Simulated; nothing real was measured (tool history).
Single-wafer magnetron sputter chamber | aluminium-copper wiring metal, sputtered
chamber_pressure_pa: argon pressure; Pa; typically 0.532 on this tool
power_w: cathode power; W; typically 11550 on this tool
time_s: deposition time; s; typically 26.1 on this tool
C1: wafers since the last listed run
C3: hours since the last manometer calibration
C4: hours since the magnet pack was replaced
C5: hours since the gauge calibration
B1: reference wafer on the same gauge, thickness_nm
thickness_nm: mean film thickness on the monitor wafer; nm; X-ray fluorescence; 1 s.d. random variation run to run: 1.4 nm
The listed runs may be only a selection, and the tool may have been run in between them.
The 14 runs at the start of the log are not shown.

{"run": 15, "hour": 1232.7, "chamber_pressure_pa": 0.623, "power_w": 12650, "time_s": 23.1, "C1": 988, "wafers on the sputter target": 14576, "C3": 460.5, "C4": 565.9, "C5": 430.3, "B1": 571.871, "thickness_nm": 459.292}
{"run": 16, "hour": 1311.5, "chamber_pressure_pa": 0.711, "power_w": 11550, "time_s": 30.7, "C1": 2017, "wafers on the sputter target": 16593, "C3": 539.3, "C4": 644.7, "C5": 509.1, "B1": 572.074, "thickness_nm": 547.49}
{"hour": 1378.3, "done": "sputter target and shields replaced"}
{"run": 17, "hour": 1390.2, "chamber_pressure_pa": 0.532, "power_w": 9900, "time_s": 28.2, "C1": 1809, "wafers on the sputter target": 303, "C3": 618, "C4": 723.4, "C5": 587.8, "B1": 571.967, "thickness_nm": 487.749}
{"run": 18, "hour": 1457.1, "chamber_pressure_pa": 0.532, "power_w": 11550, "time_s": 31.1, "C1": 1712, "wafers on the sputter target": 2016, "C3": 684.9, "C4": 790.3, "C5": 654.7, "B1": 571.904, "thickness_nm": 601.363}
{"run": 19, "hour": 1514.5, "chamber_pressure_pa": 0.532, "power_w": 11550, "time_s": 26.1, "C1": 1469, "wafers on the sputter target": 3485, "C3": 742.3, "C4": 847.7, "C5": 712.1, "B1": 571.358, "thickness_nm": 505.828}
{"run": 20, "hour": 1564.7, "chamber_pressure_pa": 0.393, "power_w": 10650, "time_s": 28, "C1": 1284, "wafers on the sputter target": 4770, "C3": 792.5, "C4": 897.9, "C5": 762.3, "B1": 571.76, "thickness_nm": 544.661}
{"run": 21, "hour": 1663.3, "chamber_pressure_pa": 0.458, "power_w": 8700, "time_s": 30.9, "C1": 2523, "wafers on the sputter target": 7294, "C3": 891.1, "C4": 996.5, "C5": 860.9, "B1": 572.077, "thickness_nm": 506.151}
{"run": 22, "hour": 1706.5, "chamber_pressure_pa": 0.363, "power_w": 13850, "time_s": 26.1, "C1": 1105, "wafers on the sputter target": 8400, "C3": 934.3, "C4": 1039.7, "C5": 904.1, "B1": 572.34, "thickness_nm": 627.849}
{"run": 23, "hour": 1752.0, "chamber_pressure_pa": 0.532, "power_w": 11550, "time_s": 26.1, "C1": 1164, "wafers on the sputter target": 9564, "C3": 979.8, "C4": 1085.2, "C5": 949.6, "B1": 572.609, "thickness_nm": 502.189}
{"run": 24, "hour": 1819.3, "chamber_pressure_pa": 0.532, "power_w": 11550, "time_s": 28.7, "C1": 1722, "wafers on the sputter target": 11287, "C3": 1047.1, "C4": 1152.5, "C5": 1016.9, "B1": 571.846, "thickness_nm": 556.091}
{"run": 25, "hour": 1887.1, "chamber_pressure_pa": 0.532, "power_w": 11550, "time_s": 26.1, "C1": 1735, "wafers on the sputter target": 13023, "C3": 1114.9, "C4": 1220.3, "C5": 1084.7, "B1": 571.971, "thickness_nm": 501.9}
{"run": 26, "hour": 1977.2, "chamber_pressure_pa": 0.459, "power_w": 12750, "time_s": 26.1, "C1": 2306, "wafers on the sputter target": 15329, "C3": 1205, "C4": 1310.4, "C5": 1174.8, "B1": 571.964, "thickness_nm": 559.005}
{"run": 27, "hour": 2015.7, "chamber_pressure_pa": 0.532, "power_w": 9400, "time_s": 28.7, "C1": 985, "wafers on the sputter target": 16314, "C3": 1243.5, "C4": 1348.9, "C5": 1213.3, "B1": 572.326, "thickness_nm": 474.227}
{"hour": 2075.4, "done": "sputter target and shields replaced"}
{"run": 28, "hour": 2080.3, "chamber_pressure_pa": 0.344, "power_w": 11550, "time_s": 26.1, "C1": 1448, "wafers on the sputter target": 126, "C3": 1308.1, "C4": 1413.5, "C5": 1277.9, "B1": 572.147, "thickness_nm": 549.959}
{"run": 29, "hour": 2133.1, "chamber_pressure_pa": 0.608, "power_w": 9900, "time_s": 29.9, "C1": 1351, "wafers on the sputter target": 1478, "C3": 1360.9, "C4": 1466.3, "C5": 1330.7, "B1": 572.17, "thickness_nm": 495.868}
{"run": 30, "hour": 2238.0, "chamber_pressure_pa": 0.414, "power_w": 10750, "time_s": 29.2, "C1": 2685, "wafers on the sputter target": 4163, "C3": 1465.8, "C4": 1571.2, "C5": 1435.6, "B1": 572.313, "thickness_nm": 563.319}
{"run": 31, "hour": 2295.7, "chamber_pressure_pa": 0.532, "power_w": 11550, "time_s": 29, "C1": 1476, "wafers on the sputter target": 5640, "C3": 1523.5, "C4": 1628.9, "C5": 1493.3, "B1": 571.885, "thickness_nm": 557.418}
{"run": 32, "hour": 2335.9, "chamber_pressure_pa": 0.588, "power_w": 11550, "time_s": 26.1, "C1": 1029, "wafers on the sputter target": 6669, "C3": 1563.7, "C4": 1669.1, "C5": 1533.5, "B1": 571.581, "thickness_nm": 487.524}
{"run": 33, "hour": 2434.3, "chamber_pressure_pa": 0.532, "power_w": 11550, "time_s": 26.1, "C1": 2518, "wafers on the sputter target": 9188, "C3": 1662.1, "C4": 1767.5, "C5": 1631.9, "B1": 572.342, "thickness_nm": 500.195}
{"run": 34, "hour": 2519.8, "chamber_pressure_pa": 0.361, "power_w": 9250, "time_s": 26.1, "C1": 2188, "wafers on the sputter target": 11376, "C3": 1747.6, "C4": 1853, "C5": 1717.4, "B1": 572.178, "thickness_nm": 461.491}
{"run": 35, "hour": 2561.9, "chamber_pressure_pa": 0.589, "power_w": 9600, "time_s": 26.1, "C1": 1077, "wafers on the sputter target": 12454, "C3": 1789.7, "C4": 1895.1, "C5": 1759.5, "B1": 572.42, "thickness_nm": 423.873}

What if the next run were any one of these 3? Each begins from the tool's condition after run 35:
{"run": "A", "hour": 2562.3, "chamber_pressure_pa": 0.429, "power_w": 11550, "time_s": 26.1, "C1": 10, "wafers on the sputter target": 12464, "C3": 1790.1, "C4": 1895.5, "C5": 1759.9, "B1": "?", "thickness_nm": "?"}
{"run": "B", "hour": 2562.3, "chamber_pressure_pa": 0.532, "power_w": 11550, "time_s": 22.9, "C1": 10, "wafers on the sputter target": 12464, "C3": 1790.1, "C4": 1895.5, "C5": 1759.9, "B1": "?", "thickness_nm": "?"}
{"run": "C", "hour": 2562.3, "chamber_pressure_pa": 0.59, "power_w": 8950, "time_s": 21, "C1": 10, "wafers on the sputter target": 12464, "C3": 1790.1, "C4": 1895.5, "C5": 1759.9, "B1": "?", "thickness_nm": "?"}

run=A B1=572.274 thickness_nm=520.869
run=B B1=572.274 thickness_nm=434.278
run=C B1=572.274 thickness_nm=322.93
Without the tool's hidden state the same runs would have given:
run=A thickness_nm=528.327
run=B thickness_nm=441.693
run=C thickness_nm=328.928
